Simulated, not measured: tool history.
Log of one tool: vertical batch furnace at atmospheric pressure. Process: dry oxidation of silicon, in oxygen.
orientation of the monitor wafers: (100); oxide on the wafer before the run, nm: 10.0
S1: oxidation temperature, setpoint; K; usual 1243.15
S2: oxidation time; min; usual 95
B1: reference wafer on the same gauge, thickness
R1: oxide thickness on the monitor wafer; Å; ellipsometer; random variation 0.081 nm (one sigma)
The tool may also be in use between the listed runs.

run 1 hour=0 | S1=1243.15 S2=85 | B1=43.7 | R1=446
run 2 hour=12.3 | S1=1254.15 S2=95 | B1=43.73 | R1=522.1
run 3 hour=27.8 | S1=1254.15 S2=95 | B1=43.67 | R1=521.1
-- hour=126.9 gauge calibrated
run 4 hour=132.2 | S1=1254.15 S2=95 | B1=43.69 | R1=521.4
run 5 hour=147.2 | S1=1243.15 S2=95 | B1=43.71 | R1=480.7
run 6 hour=171.3 | S1=1243.15 S2=95 | B1=43.71 | R1=481.5
run 7 hour=201.8 | S1=1243.15 S2=95 | B1=43.7 | R1=483.3
run 8 hour=233.2 | S1=1243.15 S2=95 | B1=43.7 | R1=480.9
run 9 hour=283.8 | S1=1243.15 S2=95 | B1=43.71 | R1=482.5
run 10 hour=300.4 | S1=1243.15 S2=95 | B1=43.69 | R1=482.5
run 11 hour=318.4 | S1=1243.15 S2=64 | B1=43.71 | R1=375.8
run 12 hour=346.1 | S1=1243.15 S2=64 | B1=43.7 | R1=376.2
run 13 hour=363.4 | S1=1243.15 S2=127.5 | B1=43.69 | R1=586
-- hour=395.7 boat lift adjusted
run 14 hour=396.2 | S1=1243.15 S2=127.5 | B1=43.71 | R1=588.3
run 15 hour=418 | S1=1243.15 S2=95 | B1=43.7 | R1=484.3
-- hour=467.3 thermocouples replaced and temperature profile calibrated
run 16 hour=467.8 | S1=1243.15 S2=95 | B1=43.7 | R1=464.9
run 17 hour=478.3 | S1=1223.15 S2=95 | B1=43.72 | R1=397.5
run 18 hour=495.9 | S1=1263.15 S2=126 | B1=43.7 | R1=651.8
run 19 hour=521.9 | S1=1230.15 S2=135 | B1=43.71 | R1=532.2
run 20 hour=556.6 | S1=1260.15 S2=75.5 | B1=43.7 | R1=453.8
run 21 hour=585.1 | S1=1267.15 S2=110.5 | B1=43.68 | R1=621.1
run 22 hour=619.9 | S1=1231.15 S2=124 | B1=43.72 | R1=507.9
run 23 hour=640.3 | S1=1243.15 S2=95 | B1=43.7 | R1=463.7
run 24 hour=657.8 | S1=1243.15 S2=95 | B1=43.7 | R1=465.4
-- hour=694.7 gauge calibrated
run 25 hour=705.2 | S1=1243.15 S2=115 | B1=43.7 | R1=528
run 26 hour=728.8 | S1=1227.15 S2=56 | B1=43.68 | R1=299.5
run 27 hour=758.2 | S1=1243.15 S2=95 | B1=43.7 | R1=465.8
run 28 hour=770.5 | S1=1243.15 S2=95 | B1=43.7 | R1=465.6
run 29 hour=797.7 | S1=1256.15 S2=95 | B1=43.7 | R1=508.5
run 30 hour=828.4 | S1=1219.15 S2=124 | B1=43.71 | R1=455.8

Run 31 comes next. What will it give?
run 31 hour=869.2 | S1=1219.15 S2=95 | B1=? | R1=?

{"run 31": {"B1": 43.68, "R1": 383.4}}
Without the tool's hidden state the same run would have given R1 381.5 Å.

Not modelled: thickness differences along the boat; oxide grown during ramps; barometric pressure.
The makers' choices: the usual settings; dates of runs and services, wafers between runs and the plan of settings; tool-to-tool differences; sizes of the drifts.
